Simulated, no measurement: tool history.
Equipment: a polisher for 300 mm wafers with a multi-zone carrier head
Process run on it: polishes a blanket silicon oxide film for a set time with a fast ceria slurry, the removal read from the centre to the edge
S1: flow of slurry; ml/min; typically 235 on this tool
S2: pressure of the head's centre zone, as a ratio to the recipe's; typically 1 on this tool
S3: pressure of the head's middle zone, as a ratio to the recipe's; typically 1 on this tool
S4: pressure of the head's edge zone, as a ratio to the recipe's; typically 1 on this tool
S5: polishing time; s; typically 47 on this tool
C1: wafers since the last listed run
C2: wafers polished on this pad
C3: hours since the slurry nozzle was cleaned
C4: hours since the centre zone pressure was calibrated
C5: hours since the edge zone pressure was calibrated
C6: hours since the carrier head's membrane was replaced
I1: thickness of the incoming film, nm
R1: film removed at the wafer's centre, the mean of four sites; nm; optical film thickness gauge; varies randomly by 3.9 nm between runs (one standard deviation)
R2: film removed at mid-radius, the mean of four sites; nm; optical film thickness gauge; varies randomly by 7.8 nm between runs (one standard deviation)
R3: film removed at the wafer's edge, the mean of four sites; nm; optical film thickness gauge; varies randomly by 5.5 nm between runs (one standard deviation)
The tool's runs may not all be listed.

| run | day | S1 | S2 | S3 | S4 | S5 | C1 | C2 | C3 | C4 | C5 | C6 | I1 | R1 | R2 | R3 |
|---|---|---|---|---|---|---|---|---|---|---|---|---|---|---|---|---|
| 1 | 0 | 235 | 1 | 1 | 1 | 47 | 0 | 1501 | 352.2 | 103.7 | 20.2 | 1299.1 | 3007.8 | 551.4 | 558.7 | 586.3 |
|  | 0.929 | slurry nozzle cleaned |
|  | 2.479 | worn pad replaced by a new one |
| 2 | 2.521 | 235 | 1 | 1 | 1 | 47 | 295 | 5 | 38.2 | 164.2 | 80.7 | 1359.6 | 3079.9 | 540.8 | 560.2 | 580 |
| 3 | 3.775 | 235 | 1.06 | 1 | 1 | 47 | 160 | 165 | 68.3 | 194.3 | 110.8 | 1389.7 | 3046 | 576.3 | 565 | 568.5 |
| 4 | 5.292 | 235 | 1.06 | 1 | 1 | 47 | 194 | 359 | 104.7 | 230.7 | 147.2 | 1426.1 | 3110 | 570.5 | 560.5 | 572.5 |
| 5 | 7.233 | 235 | 1 | 1 | 1 | 47 | 248 | 608 | 151.3 | 277.3 | 193.8 | 1472.7 | 3090.8 | 540 | 572.2 | 567.7 |
| 6 | 8.233 | 235 | 1 | 1 | 1 | 47 | 127 | 736 | 175.3 | 301.3 | 217.8 | 1496.7 | 3042.5 | 535.3 | 570.4 | 573.8 |
|  | 9.954 | carrier head's membrane replaced by a new one |
| 7 | 10.667 | 235 | 1 | 1 | 0.94 | 47 | 284 | 1020 | 233.7 | 359.7 | 276.2 | 17.1 | 3042.9 | 546.4 | 555.9 | 556.5 |
| 8 | 11.954 | 235 | 0.94 | 1.11 | 1 | 47 | 164 | 1185 | 264.6 | 390.6 | 307.1 | 48 | 3051.3 | 505.7 | 605.1 | 572.5 |
|  | 13.017 | centre zone pressure recalibrated |
| 9 | 16.771 | 260 | 0.93 | 1 | 1 | 47 | 605 | 1791 | 380.2 | 90.1 | 422.7 | 163.6 | 3087.1 | 516.4 | 581.9 | 585.7 |
|  | 17.6 | slurry nozzle cleaned |
|  | 18.175 | worn pad replaced by a new one |
| 10 | 23.758 | 235 | 1 | 1.06 | 0.94 | 47 | 867 | 714 | 147.8 | 257.8 | 590.4 | 331.3 | 3070.8 | 537.7 | 602.1 | 562.5 |
| 11 | 25.1 | 235 | 1 | 1 | 1 | 47 | 171 | 886 | 180 | 290 | 622.6 | 363.5 | 3055.5 | 529.8 | 549.2 | 578.5 |
|  | 27.188 | edge zone pressure recalibrated |
| 12 | 27.55 | 235 | 1 | 1 | 1.11 | 32 | 302 | 1189 | 238.8 | 348.8 | 8.7 | 422.3 | 3020.1 | 365 | 382.5 | 420.6 |
|  | 30.338 | centre zone pressure recalibrated |
|  | 33.658 | slurry nozzle cleaned |
|  | 33.738 | worn pad replaced by a new one |
| 13 | 36.388 | 235 | 1 | 1 | 1 | 47 | 1105 | 339 | 65.5 | 145.2 | 220.8 | 634.4 | 3020.4 | 545.4 | 564.1 | 574.5 |
| 14 | 37.975 | 235 | 1 | 1 | 1 | 47 | 203 | 542 | 103.6 | 183.3 | 258.9 | 672.5 | 3017.4 | 534.4 | 565.1 | 568.7 |
| 15 | 40.558 | 235 | 1 | 1 | 1 | 61 | 330 | 873 | 165.6 | 245.3 | 320.9 | 734.5 | 3029.9 | 701.4 | 732.8 | 738.2 |
| 16 | 41.621 | 170 | 1 | 0.95 | 1 | 47 | 135 | 1009 | 191.1 | 270.8 | 346.4 | 760 | 3043.3 | 506.7 | 514 | 558.5 |
| 17 | 42.704 | 235 | 1.06 | 1 | 0.91 | 47 | 138 | 1147 | 217.1 | 296.8 | 372.4 | 786 | 3039.7 | 574.4 | 571.1 | 555.7 |
|  | 44.6 | centre zone pressure recalibrated |
| 18 | 45.642 | 235 | 0.95 | 1 | 1 | 47 | 365 | 1512 | 287.6 | 25 | 442.9 | 856.5 | 3056.9 | 531.8 | 564 | 577.6 |
| 19 | 48.554 | 235 | 0.93 | 1 | 1 | 60 | 372 | 1885 | 357.5 | 94.9 | 512.8 | 926.4 | 3105 | 643.1 | 731.9 | 734.9 |
|  | 49.788 | worn pad replaced by a new one |
|  | 50.283 | slurry nozzle cleaned |
| 20 | 50.633 | 235 | 1 | 1 | 0.88 | 35 | 239 | 102 | 8.4 | 144.8 | 562.7 | 976.3 | 3072.1 | 402.5 | 424.8 | 407.9 |
| 21 | 52.838 | 235 | 1 | 1 | 1 | 47 | 282 | 384 | 61.3 | 197.7 | 615.6 | 1029.2 | 2989.6 | 538.9 | 562.3 | 577.5 |
| 22 | 54.092 | 185 | 1.09 | 0.92 | 0.94 | 47 | 160 | 545 | 91.4 | 227.8 | 645.7 | 1059.3 | 3033 | 564.8 | 508.5 | 557.7 |

The logged runs with the hidden state left out (each run's random variation unchanged):
The hidden state here: removal rate lost through wear of the pad, %; slurry flow missing at the pad, %; deviation of the centre zone's pressure from its setpoint, %; deviation of the edge zone's pressure from its setpoint, %.
| run | R1 |
|---|---|
| 1 | 566.3 |
| 2 | 559.9 |
| 3 | 598.2 |
| 4 | 593.7 |
| 5 | 563.5 |
| 6 | 559.1 |
| 7 | 571.7 |
| 8 | 529.6 |
| 9 | 531.2 |
| 10 | 562.7 |
| 11 | 555.3 |
| 12 | 383.3 |
| 13 | 562.2 |
| 14 | 553.2 |
| 15 | 729.3 |
| 16 | 527.5 |
| 17 | 598.5 |
| 18 | 537.1 |
| 19 | 660.3 |
| 20 | 416.3 |
| 21 | 560.3 |
| 22 | 588.3 |
R2: within 0.2 nm of the measured result in every run.
R3: unchanged from measured in all runs.
